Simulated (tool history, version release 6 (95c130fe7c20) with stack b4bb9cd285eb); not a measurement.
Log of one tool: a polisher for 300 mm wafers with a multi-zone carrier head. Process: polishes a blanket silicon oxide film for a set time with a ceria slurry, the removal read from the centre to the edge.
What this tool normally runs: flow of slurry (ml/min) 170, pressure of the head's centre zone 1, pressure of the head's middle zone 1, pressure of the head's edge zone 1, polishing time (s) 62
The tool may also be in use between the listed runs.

run,hour,flow of slurry (ml/min),pressure of the head's centre zone,pressure of the head's middle zone,pressure of the head's edge zone,polishing time (s),"incoming thickness of the incoming film, nm",film removed at the wafer's centre (nm),film removed at mid-radius (nm),film removed at the wafer's edge (nm)
1,0,205,1,1,1,54,1345.6,514.1,515.7,515.5
# hour 19.5: carrier head's membrane replaced by a new one
2,49.7,170,1,1,1,71,1348.1,654.6,653.5,672.6
3,90.5,190,1,1,1,62,1351.5,562.5,578,600.1
4,154.3,220,1,1.07,1,53,1343,497.6,545.1,521.4
5,203,170,1,1,1,62,1362,550.5,571.5,596.5
# hour 204.6: slurry nozzle cleaned
6,264,170,1,1,1,62,1353.6,550.7,573.1,594
7,321.6,170,1,1,1,62,1354.3,525.4,574.7,582
# hour 389.7: worn pad replaced by a new one, of another model than before
# hour 461.8: centre zone pressure recalibrated
8,533.4,170,1,1,1,62,1354.7,574.8,570.8,585.3
9,562.9,170,0.9,0.9,1.03,73,1375.7,620.5,611,691.4
# hour 602.3: edge zone pressure recalibrated
10,631.2,190,1,1,1,62,1350.2,572.1,578.3,603.9
11,667.7,170,1,1,1,62,1349.9,555.4,566.3,586.3
# hour 768.8: slurry nozzle cleaned
12,848.6,170,1,0.95,1,62,1362.5,539.4,541.1,589.5
13,902.7,170,1.03,1,1.11,62,1372,555.2,559.3,606
# hour 913.7: worn pad replaced by a new one
# hour 962.9: centre zone pressure recalibrated
14,967.8,220,1,1,1,62,1359.1,600.7,594.8,605.7
15,998.1,170,0.95,1,1,62,1347.6,560,569,584.4
16,1043.2,170,0.9,1.07,1,62,1365.9,526.3,616,587.6
17,1098.2,170,1.09,1,1,62,1352,612.4,564.6,590.4
18,1142.8,170,1.11,1.05,1,62,1351.9,627.5,592,581.4
19,1211.9,170,1.06,1,1,62,1352.1,601.2,569,582.5
# hour 1343.4: slurry nozzle cleaned
20,1351.1,170,1.06,0.92,1,46,1352.6,429.1,393.9,429.7
# hour 1391.9: worn pad replaced by a new one
21,1420.5,170,1.05,1.11,1,51,1350.3,467.8,521.2,482.1
22,1450.1,110,1,1,1,62,1334.6,502,535.6,561.6

Table of differences, measured result less the result of that run with no hidden state. Run-to-run variation is the same in both. Gauge scatter possibly is not:
The tool's hidden condition here consists of: removal rate lost through wear of the pad, %; slurry flow missing at the pad, %; deviation of the centre zone's pressure from its setpoint, %; deviation of the edge zone's pressure from its setpoint, %.
run,film removed at the wafer's centre (nm)
1,-8.7
2,-17.4
3,-19.5
4,-23.7
5,-31.7
6,-38.8
7,-43.6
8,-7.9
9,-12.1
10,-18.7
11,-22.3
12,-42.1
13,-49.8
14,+5.9
15,+2.4
16,-2.2
17,-8.9
18,-14.5
19,-22.1
20,-28
21,-37.5
22,-43.7
film removed at mid-radius (nm): at most 0.3 away from the measurement, every run.
film removed at the wafer's edge (nm) difference: zero, run after run.
